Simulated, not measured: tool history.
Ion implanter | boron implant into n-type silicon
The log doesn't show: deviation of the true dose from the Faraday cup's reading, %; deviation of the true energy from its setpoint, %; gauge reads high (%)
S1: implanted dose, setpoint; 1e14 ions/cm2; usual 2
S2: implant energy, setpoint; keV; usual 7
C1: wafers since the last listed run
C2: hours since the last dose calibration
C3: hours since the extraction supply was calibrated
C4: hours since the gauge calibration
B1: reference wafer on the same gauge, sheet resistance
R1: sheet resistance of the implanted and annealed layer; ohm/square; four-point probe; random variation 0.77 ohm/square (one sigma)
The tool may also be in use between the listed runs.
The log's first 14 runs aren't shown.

| run | day | S1 | S2 | C1 | C2 | C3 | C4 | B1 | R1 |
|---|---|---|---|---|---|---|---|---|---|
| 15 | 6.421 | 2 | 7 | 203 | 1856.2 | 6591.7 | 302.9 | 568.97 | 498.48 |
| 16 | 7.067 | 1.4 | 7 | 342 | 1871.7 | 6607.2 | 318.4 | 568.95 | 665.36 |
| 17 | 7.767 | 1.55 | 6 | 371 | 1888.5 | 6624 | 335.2 | 568.95 | 624.2 |
|  | 8.204 | extraction supply calibrated |
| 18 | 8.446 | 2.34 | 6 | 183 | 1904.8 | 5.8 | 351.5 | 568.96 | 445.09 |
| 19 | 9.042 | 2 | 7 | 315 | 1919.1 | 20.1 | 365.8 | 568.94 | 498.43 |
| 20 | 9.542 | 1.83 | 7.5 | 265 | 1931.1 | 32.1 | 377.8 | 569.01 | 530.6 |
| 21 | 10 | 2.57 | 5.5 | 243 | 1942.1 | 43.1 | 388.8 | 568.83 | 415.31 |
|  | 10.338 | gauge calibrated |
| 22 | 10.65 | 2 | 5.5 | 344 | 1957.7 | 58.7 | 7.5 | 569.04 | 511.64 |
| 23 | 11.388 | 2 | 7 | 391 | 1975.4 | 76.4 | 25.2 | 568.99 | 496.05 |
| 24 | 12.1 | 2 | 8.5 | 377 | 1992.5 | 93.5 | 42.3 | 569.13 | 484.59 |
|  | 12.888 | Faraday cup replaced and dose calibrated |
| 25 | 12.908 | 1.61 | 9.5 | 251 | 0.5 | 112.9 | 61.7 | 568.93 | 587.32 |
| 26 | 13.329 | 1.7 | 6 | 223 | 10.6 | 123 | 71.8 | 568.98 | 595.76 |
| 27 | 13.812 | 1.74 | 5 | 256 | 22.2 | 134.6 | 83.4 | 569 | 597.33 |
| 28 | 14.442 | 1.76 | 5 | 333 | 37.3 | 149.7 | 98.5 | 569.12 | 590.33 |
| 29 | 15.121 | 1.83 | 7.5 | 360 | 53.6 | 166 | 114.8 | 569.04 | 546.93 |
| 30 | 16.125 | 1.43 | 7 | 532 | 77.7 | 190.1 | 138.9 | 568.92 | 672.01 |

Forecast each of these 5 alternatives for the next run:
| A | 16.142 | 2 | 5 | 8 | 78.1 | 190.5 | 139.3 | ? | ? |
| B | 16.142 | 2.2 | 7.5 | 8 | 78.1 | 190.5 | 139.3 | ? | ? |
| C | 16.142 | 1.46 | 8.5 | 8 | 78.1 | 190.5 | 139.3 | ? | ? |
| D | 16.142 | 1.85 | 8 | 8 | 78.1 | 190.5 | 139.3 | ? | ? |
| E | 16.142 | 2.26 | 9 | 8 | 78.1 | 190.5 | 139.3 | ? | ? |

| run | B1 | R1 |
|---|---|---|
| A | 568.98 | 531.97 |
| B | 568.98 | 469.39 |
| C | 568.98 | 644.91 |
| D | 568.98 | 536.58 |
| E | 568.98 | 448.66 |
Without the tool's hidden state the same runs would have given:
| run | R1 |
|---|---|
| A | 531.8 |
| B | 469.25 |
| C | 644.72 |
| D | 536.42 |
| E | 448.52 |
